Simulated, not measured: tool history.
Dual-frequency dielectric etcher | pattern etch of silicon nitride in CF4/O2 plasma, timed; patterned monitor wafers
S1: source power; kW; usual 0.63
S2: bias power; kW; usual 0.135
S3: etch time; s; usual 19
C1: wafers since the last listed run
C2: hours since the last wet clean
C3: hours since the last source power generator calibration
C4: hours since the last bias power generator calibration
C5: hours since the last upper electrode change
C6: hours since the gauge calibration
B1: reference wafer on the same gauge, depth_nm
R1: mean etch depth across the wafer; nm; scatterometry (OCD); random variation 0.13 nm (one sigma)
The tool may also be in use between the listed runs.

Run 1, hour 0: usual settings but S1 0.56 kW; C1 0; C2 51.2; C3 4393.5; C4 2871.8; C5 2110.6; C6 171.3; B1 39.17. Result: R1 39.19 nm.
Run 2, hour 62.4: usual settings but S1 0.56 kW; C1 1187; C2 113.6; C3 4455.9; C4 2934.2; C5 2173; C6 233.7; B1 39.13. Result: R1 39.22 nm.
Run 3, hour 82.3: usual settings but S1 0.59 kW; C1 378; C2 133.5; C3 4475.8; C4 2954.1; C5 2192.9; C6 253.6; B1 39.06. Result: R1 40.41 nm.
Run 4, hour 114.6: usual settings but S1 0.59 kW; C1 614; C2 165.8; C3 4508.1; C4 2986.4; C5 2225.2; C6 285.9; B1 39.04. Result: R1 40.66 nm.
Run 5, hour 133.6: usual settings; C1 361; C2 184.8; C3 4527.1; C4 3005.4; C5 2244.2; C6 304.9; B1 38.95. Result: R1 42.55 nm.
Run 6, hour 153.4: usual settings; C1 376; C2 204.6; C3 4546.9; C4 3025.2; C5 2264; C6 324.7; B1 38.99. Result: R1 42.52 nm.
Run 7, hour 185.5: usual settings; C1 610; C2 236.7; C3 4579; C4 3057.3; C5 2296.1; C6 356.8; B1 38.88. Result: R1 42.38 nm.
At hour 218.4: upper electrode replaced.
Run 8, hour 218.9: usual settings; C1 178; C2 270.1; C3 4612.4; C4 3090.7; C5 0.5; C6 390.2; B1 38.83. Result: R1 42.22 nm.
Run 9, hour 229.6: usual settings but S3 20.5 s; C1 203; C2 280.8; C3 4623.1; C4 3101.4; C5 11.2; C6 400.9; B1 38.81. Result: R1 45.86 nm.
Run 10, hour 264.3: usual settings but S3 21.5 s; C1 660; C2 315.5; C3 4657.8; C4 3136.1; C5 45.9; C6 435.6; B1 38.82. Result: R1 47.85 nm.
Run 11, hour 280.2: usual settings but S3 21.5 s; C1 302; C2 331.4; C3 4673.7; C4 3152; C5 61.8; C6 451.5; B1 38.75. Result: R1 47.92 nm.
Run 12, hour 310.5: usual settings but S2 0.161 kW; C1 576; C2 361.7; C3 4704; C4 3182.3; C5 92.1; C6 481.8; B1 38.69. Result: R1 44.72 nm.
Run 13, hour 338.2: usual settings but S2 0.118 kW; C1 527; C2 389.4; C3 4731.7; C4 3210; C5 119.8; C6 509.5; B1 38.72. Result: R1 40.41 nm.
At hour 362.2: source power generator calibrated.
At hour 365.4: wet clean of the chamber.
At hour 368.8: bias power generator calibrated.
Run 14, hour 369.3: usual settings but S2 0.148 kW; C1 388; C2 3.9; C3 7.1; C4 0.5; C5 150.9; C6 540.6; B1 38.64. Result: R1 43.01 nm.
At hour 371.1: gauge calibrated.
Run 15, hour 377: usual settings; C1 146; C2 11.6; C3 14.8; C4 8.2; C5 158.6; C6 5.9; B1 39.5. Result: R1 43.36 nm.
Run 16, hour 407.8: usual settings; C1 586; C2 42.4; C3 45.6; C4 39; C5 189.4; C6 36.7; B1 39.41. Result: R1 43.17 nm.
Run 17, hour 425.2: usual settings but S1 0.76 kW, S3 14.5 s; C1 331; C2 59.8; C3 63; C4 56.4; C5 206.8; C6 54.1; B1 39.42. Result: R1 37.87 nm.
Run 18, hour 450.7: usual settings but S1 0.51 kW, S2 0.126 kW, S3 14.5 s; C1 485; C2 85.3; C3 88.5; C4 81.9; C5 232.3; C6 79.6; B1 39.32. Result: R1 27.56 nm.
Run 19, hour 469.8: usual settings but S1 0.56 kW, S2 0.151 kW, S3 24 s; C1 363; C2 104.4; C3 107.6; C4 101; C5 251.4; C6 98.7; B1 39.34. Result: R1 51.21 nm.
Run 20, hour 496.8: usual settings but S1 0.54 kW, S2 0.152 kW, S3 20.5 s; C1 513; C2 131.4; C3 134.6; C4 128; C5 278.4; C6 125.7; B1 39.31. Result: R1 42.46 nm.
Run 21, hour 510: usual settings but S1 0.5 kW, S2 0.162 kW, S3 16 s; C1 251; C2 144.6; C3 147.8; C4 141.2; C5 291.6; C6 138.9; B1 39.29. Result: R1 32.14 nm.
Run 22, hour 536.8: usual settings but S1 0.7 kW, S3 17 s; C1 509; C2 171.4; C3 174.6; C4 168; C5 318.4; C6 165.7; B1 39.23. Result: R1 41.67 nm.
Run 23, hour 565: usual settings but S1 0.68 kW, S2 0.158 kW, S3 21.5 s; C1 536; C2 199.6; C3 202.8; C4 196.2; C5 346.6; C6 193.9; B1 39.17. Result: R1 53.74 nm.
Run 24, hour 591.5: usual settings but S1 0.59 kW; C1 504; C2 226.1; C3 229.3; C4 222.7; C5 373.1; C6 220.4; B1 39.12. Result: R1 40.65 nm.
Run 25, hour 626.6: usual settings but S3 15 s; C1 667; C2 261.2; C3 264.4; C4 257.8; C5 408.2; C6 255.5; B1 39.15. Result: R1 33.66 nm.
Run 26, hour 661.7: usual settings but S2 0.113 kW, S3 16.5 s; C1 667; C2 296.3; C3 299.5; C4 292.9; C5 443.3; C6 290.6; B1 39.06. Result: R1 35.3 nm.
Run 27, hour 692.1: usual settings but S3 17 s; C1 578; C2 326.7; C3 329.9; C4 323.3; C5 473.7; C6 321; B1 39.01. Result: R1 38.06 nm.
Run 28, hour 717.1: usual settings but S2 0.165 kW; C1 475; C2 351.7; C3 354.9; C4 348.3; C5 498.7; C6 346; B1 38.91. Result: R1 45.08 nm.
Run 29, hour 732.3: usual settings but S2 0.113 kW, S3 21 s; C1 289; C2 366.9; C3 370.1; C4 363.5; C5 513.9; C6 361.2; B1 38.89. Result: R1 44.83 nm.
Run 30, hour 745.5: usual settings but S1 0.77 kW, S2 0.148 kW, S3 23 s; C1 251; C2 380.1; C3 383.3; C4 376.7; C5 527.1; C6 374.4; B1 38.89. Result: R1 61.62 nm.

Hidden state or all else? Some run-to-run changes of R1, split into what the settings, what came in and random variation would give without the hidden state, and what is left for the hidden state (with any gauge scatter that isn't in both results):
The hidden state here: etch rate over this chamber's usual, %; source power that arrives over what is set, %; bias power that arrives over what is set, %; gauge reads high (%).
Run 14 -> 15: S2 0.148 -> 0.135, gauge calibrated. R1 +0.35 nm: hidden state +0.97, all else -0.62.
Run 18 -> 19: S1 0.51 -> 0.56, S2 0.126 -> 0.151, S3 14.5 -> 24. R1 +23.65 nm: hidden state -0.05, all else +23.7.
Run 23 -> 24: S1 0.68 -> 0.59, S2 0.158 -> 0.135, S3 21.5 -> 19. R1 -13.09 nm: hidden state +0.03, all else -13.12.
Run 27 -> 28: S2 0.135 -> 0.165, S3 17 -> 19. R1 +7.02 nm: hidden state -0.12, all else +7.14.
Run 29 -> 30: S1 0.63 -> 0.77, S2 0.113 -> 0.148, S3 21 -> 23. R1 +16.79 nm: hidden state -0.25, all else +17.04.
